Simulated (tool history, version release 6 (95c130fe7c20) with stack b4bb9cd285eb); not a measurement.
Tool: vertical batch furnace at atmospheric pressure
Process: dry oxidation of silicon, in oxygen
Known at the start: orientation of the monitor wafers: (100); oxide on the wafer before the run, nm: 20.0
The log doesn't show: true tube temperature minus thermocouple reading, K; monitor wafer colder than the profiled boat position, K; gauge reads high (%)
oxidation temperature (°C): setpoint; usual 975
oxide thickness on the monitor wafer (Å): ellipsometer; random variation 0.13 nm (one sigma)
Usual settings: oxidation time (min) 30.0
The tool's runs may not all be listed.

| run | hour | oxidation temperature (°C) | oxidation time (min) | wafers since the last listed run | hours since the last temperature calibration | hours since the boat lift was adjusted | hours since the gauge calibration | read-back reference wafer on the same gauge, thickness | oxide thickness on the monitor wafer (Å) |
|---|---|---|---|---|---|---|---|---|---|
| 1 | 0.0 | 975 | 24.0 | 0 | 4767.7 | 4018.7 | 183.6 | 31.41 | 348.2 |
| 2 | 6.9 | 975 | 30.0 | 117 | 4774.6 | 4025.6 | 190.5 | 31.35 | 377.5 |
| 3 | 17.9 | 975 | 30.0 | 186 | 4785.6 | 4036.6 | 201.5 | 31.34 | 375.1 |
| 4 | 30.1 | 975 | 21.5 | 206 | 4797.8 | 4048.8 | 213.7 | 31.40 | 335.3 |
| 5 | 37.8 | 975 | 21.5 | 130 | 4805.5 | 4056.5 | 221.4 | 31.36 | 333.5 |
| 6 | 49.9 | 975 | 21.5 | 205 | 4817.6 | 4068.6 | 233.5 | 31.42 | 335.4 |
| 7 | 58.0 | 975 | 30.0 | 137 | 4825.7 | 4076.7 | 241.6 | 31.38 | 373.2 |
| 8 | 70.8 | 975 | 30.0 | 217 | 4838.5 | 4089.5 | 254.4 | 31.37 | 374.1 |
| 9 | 81.1 | 975 | 30.0 | 174 | 4848.8 | 4099.8 | 264.7 | 31.42 | 373.0 |
| 10 | 88.8 | 975 | 19.5 | 130 | 4856.5 | 4107.5 | 272.4 | 31.40 | 325.3 |
| 11 | 105.5 | 975 | 30.0 | 283 | 4873.2 | 4124.2 | 289.1 | 31.40 | 375.7 |
|  | 130.4 | boat lift adjusted |
|  | 136.6 | thermocouples replaced and temperature profile calibrated |
| 12 | 137.1 | 975 | 30.0 | 24 | 0.5 | 6.7 | 320.7 | 31.37 | 373.5 |
| 13 | 140.9 | 975 | 30.0 | 64 | 4.3 | 10.5 | 324.5 | 31.38 | 377.1 |
| 14 | 144.7 | 992 | 30.0 | 64 | 8.1 | 14.3 | 328.3 | 31.44 | 408.5 |
| 15 | 154.9 | 975 | 39.0 | 173 | 18.3 | 24.5 | 338.5 | 31.43 | 416.6 |
|  | 165.6 | gauge calibrated |
| 16 | 170.8 | 975 | 39.0 | 269 | 34.2 | 40.4 | 5.2 | 31.34 | 418.3 |
| 17 | 180.0 | 975 | 30.0 | 156 | 43.4 | 49.6 | 14.4 | 31.42 | 374.3 |
| 18 | 194.3 | 975 | 30.0 | 242 | 57.7 | 63.9 | 28.7 | 31.40 | 377.3 |
| 19 | 201.2 | 995 | 24.5 | 117 | 64.6 | 70.8 | 35.6 | 31.40 | 383.8 |
| 20 | 213.9 | 975 | 24.0 | 215 | 77.3 | 83.5 | 48.3 | 31.44 | 345.3 |
| 21 | 223.9 | 999 | 30.0 | 169 | 87.3 | 93.5 | 58.3 | 31.38 | 426.4 |
| 22 | 238.9 | 975 | 41.5 | 254 | 102.3 | 108.5 | 73.3 | 31.45 | 426.8 |
| 23 | 247.9 | 975 | 22.5 | 152 | 111.3 | 117.5 | 82.3 | 31.40 | 338.8 |
| 24 | 263.6 | 956 | 17.0 | 266 | 127.0 | 133.2 | 98.0 | 31.42 | 295.5 |
| 25 | 271.8 | 975 | 30.0 | 139 | 135.2 | 141.4 | 106.2 | 31.40 | 375.7 |
| 26 | 280.9 | 995 | 24.5 | 154 | 144.3 | 150.5 | 115.3 | 31.40 | 385.2 |
| 27 | 291.6 | 964 | 24.0 | 181 | 155.0 | 161.2 | 126.0 | 31.42 | 332.2 |
| 28 | 297.9 | 975 | 30.0 | 106 | 161.3 | 167.5 | 132.3 | 31.36 | 373.7 |
| 29 | 309.7 | 975 | 30.0 | 200 | 173.1 | 179.3 | 144.1 | 31.37 | 374.2 |
| 30 | 320.0 | 975 | 30.0 | 174 | 183.4 | 189.6 | 154.4 | 31.41 | 377.5 |
| 31 | 334.4 | 975 | 22.5 | 244 | 197.8 | 204.0 | 168.8 | 31.39 | 339.0 |
| 32 | 341.3 | 968 | 25.0 | 117 | 204.7 | 210.9 | 175.7 | 31.39 | 343.5 |
| 33 | 357.4 | 956 | 45.0 | 273 | 220.8 | 227.0 | 191.8 | 31.38 | 407.1 |
| 34 | 372.0 | 964 | 37.5 | 247 | 235.4 | 241.6 | 206.4 | 31.40 | 393.2 |
| 35 | 388.2 | 975 | 24.0 | 274 | 251.6 | 257.8 | 222.6 | 31.36 | 347.5 |
| 36 | 413.2 | 999 | 39.5 | 424 | 276.6 | 282.8 | 247.6 | 31.41 | 481.0 |
| 37 | 426.0 | 975 | 24.0 | 217 | 289.4 | 295.6 | 260.4 | 31.42 | 347.2 |
| 38 | 440.2 | 988 | 44.0 | 240 | 303.6 | 309.8 | 274.6 | 31.42 | 467.7 |
| 39 | 452.2 | 960 | 22.5 | 203 | 315.6 | 321.8 | 286.6 | 31.39 | 322.8 |
| 40 | 462.4 | 951 | 16.5 | 173 | 325.8 | 332.0 | 296.8 | 31.39 | 288.8 |

How the hidden state differs across the entries between the runs, from the last listed run before each to the first after it:
Between runs 11 and 12: boat lift adjusted (hour 130.4); thermocouples replaced and temperature profile calibrated (hour 136.6)
  no hidden state differs between the two runs
Between runs 15 and 16: gauge calibrated (hour 165.6)
  no hidden state differs between the two runs

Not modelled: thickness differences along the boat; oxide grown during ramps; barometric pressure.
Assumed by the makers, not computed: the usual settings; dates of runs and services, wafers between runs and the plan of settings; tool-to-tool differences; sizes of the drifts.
